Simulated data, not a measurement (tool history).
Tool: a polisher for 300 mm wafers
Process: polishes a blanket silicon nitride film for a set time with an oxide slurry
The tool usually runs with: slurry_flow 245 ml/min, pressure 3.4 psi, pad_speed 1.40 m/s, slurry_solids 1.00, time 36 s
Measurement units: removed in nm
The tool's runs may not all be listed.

run,hour,slurry_flow,pressure,pad_speed,slurry_solids,time,"incoming thickness of the incoming film, nm",removed
1,0.0,245,3.7,1.40,1.00,36,307.5,25.6
2,7.8,245,3.4,1.62,1.00,36,306.4,26.0
3,16.5,245,3.4,1.40,1.00,36,313.1,23.2
4,23.3,245,3.4,1.40,1.00,36,307.1,23.1
5,29.4,245,3.4,1.40,1.00,36,314.7,23.4
# hour 32.9: conditioning disc replaced and pad reconditioned
6,42.8,245,3.4,1.40,1.00,29,313.5,18.4
7,53.4,285,3.4,1.40,1.00,36,307.2,23.6
8,64.9,245,3.4,1.40,1.20,36,305.1,25.0
# hour 70.4: slurry nozzle cleaned
9,71.1,245,3.4,1.40,1.20,49,310.5,33.9
# hour 77.1: worn pad replaced by a new one
# hour 88.4: head pressure recalibrated
10,88.9,245,3.4,1.40,1.00,42,315.1,26.8
11,96.8,280,4.1,1.82,1.00,26,307.8,25.1
12,109.3,220,3.0,1.40,1.00,36,312.7,19.6
13,115.9,245,3.4,0.96,0.75,46,315.8,18.3
14,121.9,245,3.4,1.40,1.00,36,312.9,22.6
15,131.9,175,3.4,1.40,1.00,29,307.0,17.4
16,139.1,245,3.4,1.62,1.00,36,313.2,25.1

Estimate the outcome of run 17 from the log above:
17,154.5,245,3.4,1.40,1.00,36,314.2,?

removed: 22.3 nm
The same run, on a tool lacking any hidden state, would have yielded removed 23.8 nm.

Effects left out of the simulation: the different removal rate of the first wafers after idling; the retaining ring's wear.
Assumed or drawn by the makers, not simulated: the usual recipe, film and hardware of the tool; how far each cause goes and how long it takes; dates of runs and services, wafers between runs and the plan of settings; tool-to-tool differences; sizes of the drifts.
